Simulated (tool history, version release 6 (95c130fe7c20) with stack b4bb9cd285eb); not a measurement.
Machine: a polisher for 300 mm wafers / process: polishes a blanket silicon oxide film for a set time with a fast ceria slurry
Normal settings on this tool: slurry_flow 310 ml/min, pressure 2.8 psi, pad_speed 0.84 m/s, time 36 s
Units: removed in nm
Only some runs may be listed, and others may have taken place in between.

run,hour,slurry_flow,pressure,pad_speed,time,wafers since the last listed run,wafers polished on this pad,hours since the slurry nozzle was cleaned,hours since the head pressure was calibrated,"incoming thickness of the incoming film, nm",removed
1,0.0,310,2.8,0.84,36,0,448,595.3,239.4,1881.3,450.4
# hour 41.4: slurry nozzle cleaned
2,68.4,310,2.8,0.84,36,1057,1506,27.0,307.8,1896.2,430.1
3,107.6,310,2.8,0.84,36,615,2121,66.2,347.0,1888.7,425.6
4,172.3,310,2.8,0.84,36,1015,3136,130.9,411.7,1903.6,419.9
5,199.8,310,2.8,0.84,36,431,3568,158.4,439.2,1887.4,416.5
6,228.8,310,2.8,0.84,36,455,4023,187.4,468.2,1885.9,412.3
# hour 233.3: worn pad replaced by a new one
7,264.1,310,2.8,0.84,36,491,483,222.7,503.5,1890.4,446.0
8,334.6,310,2.8,0.84,36,1106,1589,293.2,574.0,1866.7,414.7
9,374.3,310,2.8,0.84,36,622,2212,332.9,613.7,1874.4,418.5
10,431.5,310,2.8,0.84,36,897,3109,390.1,670.9,1905.5,417.1
11,476.0,310,3.5,0.84,36,698,3807,434.6,715.4,1906.4,508.8
# hour 507.1: worn pad replaced by a new one
12,507.6,310,3.5,0.84,36,433,8,466.2,747.0,1915.7,591.1
13,538.2,370,2.8,0.84,36,480,488,496.8,777.6,1899.7,457.4
# hour 569.4: slurry nozzle cleaned
14,590.9,310,2.8,0.66,36,811,1299,21.5,830.3,1916.6,355.6
15,649.0,310,2.8,0.84,36,911,2210,79.6,888.4,1867.3,425.9
16,692.4,225,2.8,0.84,36,680,2891,123.0,931.8,1913.7,410.7
17,720.8,310,2.8,0.84,36,445,3337,151.4,960.2,1890.6,418.8
# hour 765.2: worn pad replaced by a new one
18,776.8,310,2.1,0.84,36,815,182,207.4,1016.2,1887.6,351.1
19,841.6,310,2.8,0.84,28,1016,1198,272.2,1081.0,1867.1,344.9
# hour 873.0: head pressure recalibrated
20,895.7,310,2.8,0.84,36,817,2016,326.3,22.7,1877.1,423.4
21,928.3,310,2.8,0.64,32,511,2527,358.9,55.3,1883.0,301.5
22,994.1,250,3.2,1.00,48,1032,3560,424.7,121.1,1884.5,710.1
# hour 1015.7: worn pad replaced by a new one
23,1059.0,205,2.4,0.96,36,955,679,489.6,186.0,1900.2,419.0
24,1111.5,230,2.3,1.00,36,823,1503,542.1,238.5,1875.2,406.0
# hour 1116.7: slurry nozzle cleaned
25,1156.8,250,3.2,1.00,48,695,2198,40.1,283.8,1905.6,728.5
26,1258.4,310,2.8,0.84,36,1594,3792,141.7,385.4,1854.5,420.2
27,1285.9,310,2.5,0.68,26,431,4223,169.2,412.9,1867.7,223.5
# hour 1300.7: worn pad replaced by a new one
28,1332.2,310,1.9,0.84,40,663,494,215.5,459.2,1896.6,350.8

Give the tool's hidden conditions for every run:
slurry flow missing at the pad, %: 0 on each run
deviation of the head's pressure from its setpoint, %: 0 on each run
H1: removal rate lost through wear of the pad, %
run,H1
1,5.05
2,9.96
3,11.5
4,12.9
5,13.2
6,13.5
7,5.93
8,10.8
9,12.3
10,13.5
11,14
12,1.33
13,4.99
14,8.97
15,11.3
16,12.3
17,12.8
18,3.23
19,8.97
20,11.4
21,12.3
22,13.3
23,5.72
24,9.18
25,10.9
26,12.7
27,12.9
28,4.19

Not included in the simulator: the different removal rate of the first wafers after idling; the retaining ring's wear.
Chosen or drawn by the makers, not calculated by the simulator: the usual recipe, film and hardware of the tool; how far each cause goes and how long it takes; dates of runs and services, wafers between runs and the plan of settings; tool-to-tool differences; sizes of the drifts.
